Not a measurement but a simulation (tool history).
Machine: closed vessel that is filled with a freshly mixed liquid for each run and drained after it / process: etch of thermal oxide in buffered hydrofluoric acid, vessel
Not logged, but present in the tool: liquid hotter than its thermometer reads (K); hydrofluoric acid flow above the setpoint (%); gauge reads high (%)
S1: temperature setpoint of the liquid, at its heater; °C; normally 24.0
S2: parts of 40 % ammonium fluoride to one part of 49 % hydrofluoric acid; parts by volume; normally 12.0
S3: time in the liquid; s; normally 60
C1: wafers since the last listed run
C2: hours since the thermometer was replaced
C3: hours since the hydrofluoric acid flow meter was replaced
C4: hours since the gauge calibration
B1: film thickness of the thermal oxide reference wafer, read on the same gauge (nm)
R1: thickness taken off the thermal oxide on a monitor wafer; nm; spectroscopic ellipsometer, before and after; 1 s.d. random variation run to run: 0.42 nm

run     day    S1    S2  S3    C1      C2      C3     C4     B1     R1
  1   0.000  24.0  12.0  35     0  1750.8  2579.8  390.7  70.00  36.49
  2   0.558  24.0  12.0  60  1315  1764.2  2593.2  404.1  70.00  62.18
  3   1.221  24.0  12.0  60  1560  1780.1  2609.1  420.0  70.00  63.75
  4   1.962  24.0  12.0  60  1746  1797.9  2626.9  437.8  69.99  62.28
      3.012  -- hydrofluoric acid flow meter replaced
  5   3.129  24.0  12.0  60  2649  1825.9     2.8  465.8  69.99  54.95
  6   3.833  24.0  12.0  60  1658  1842.8    19.7  482.7  70.00  55.20
  7   4.338  24.0  12.0  60  1187  1854.9    31.8  494.8  70.00  55.24
  8   4.904  24.0  12.0  60  1334  1868.5    45.4  508.4  69.96  54.78
  9   5.554  24.0  12.0  60  1530  1884.1    61.0  524.0  69.99  55.65
      5.654  -- thermometer replaced
 10   6.225  24.0  12.0  60  1481    13.7    77.1  540.1  70.01  55.44
      6.479  -- gauge calibrated
 11   6.825  24.0  12.0  60  1413    28.1    91.5    8.3  69.97  55.66
 12   7.088  24.0  12.0  60   618    34.4    97.8   14.6  70.02  55.44
 13   7.458  24.0   9.5  60   873    43.3   106.7   23.5  70.00  68.45
 14   7.729  24.0  12.0  60   637    49.8   113.2   30.0  69.99  55.93
 15   8.250  24.0  12.0  60  1226    62.3   125.7   42.5  69.99  56.14
 16   8.612  24.0  12.0  60   853    71.0   134.4   51.2  70.00  55.85
 17   8.900  24.0  12.0  85   677    77.9   141.3   58.1  70.00  78.88
 18  10.546  24.0  12.0  60  3876   117.4   180.8   97.6  70.01  55.31
 19  10.833  24.0  12.0  60   677   124.3   187.7  104.5  70.00  55.20
 20  11.121  24.0  12.0  60   677   131.2   194.6  111.4  70.01  55.55
 21  11.496  21.0  12.0  45   883   140.2   203.6  120.4  70.03  35.43
 22  12.179  29.0  16.0  80  1609   156.6   220.0  136.8  70.01  73.95
 23  12.812  22.0  16.5  40  1491   171.8   235.2  152.0  70.03  24.65
 24  13.346  25.5   8.5  40  1256   184.6   248.0  164.8  69.96  55.09
 25  13.596  24.0  12.0  60   588   190.6   254.0  170.8  70.02  55.04
 26  13.908  24.0  15.5  40   736   198.1   261.5  178.3  70.01  28.79
 27  14.446  21.5  16.5  45  1265   211.0   274.4  191.2  69.99  26.82
 28  15.021  24.0  12.0  75  1354   224.8   288.2  205.0  69.98  69.95
 29  15.504  28.0  12.0  60  1138   236.4   299.8  216.6  69.99  69.78
 30  16.246  24.0  12.0  60  1746   254.2   317.6  234.4  70.01  56.18
 31  16.808  21.5  16.5  85  1324   267.7   331.1  247.9  69.99  50.52
 32  17.279  26.0  14.5  70  1108   279.0   342.4  259.2  70.03  61.07
 33  17.896  24.0   7.5  45  1452   293.8   357.2  274.0  70.02  64.92

Branching from run 33: 4 alternative next runs. What would each branch give?
  A  17.925  21.0  12.0  60  68  294.5  357.9  274.7   ?   ?
  B  17.925  24.0  12.0  70  68  294.5  357.9  274.7   ?   ?
  C  17.925  24.0  10.5  60  68  294.5  357.9  274.7   ?   ?
  D  17.925  20.5   9.5  50  68  294.5  357.9  274.7   ?   ?

run     B1     R1
  A  69.98  47.47
  B  69.98  65.34
  C  69.98  63.80
  D  69.98  47.13
With the hidden condition removed and each run's random variation left untouched, the same runs would have given:
run     R1
  A  46.51
  B  64.02
  C  62.51
  D  46.51

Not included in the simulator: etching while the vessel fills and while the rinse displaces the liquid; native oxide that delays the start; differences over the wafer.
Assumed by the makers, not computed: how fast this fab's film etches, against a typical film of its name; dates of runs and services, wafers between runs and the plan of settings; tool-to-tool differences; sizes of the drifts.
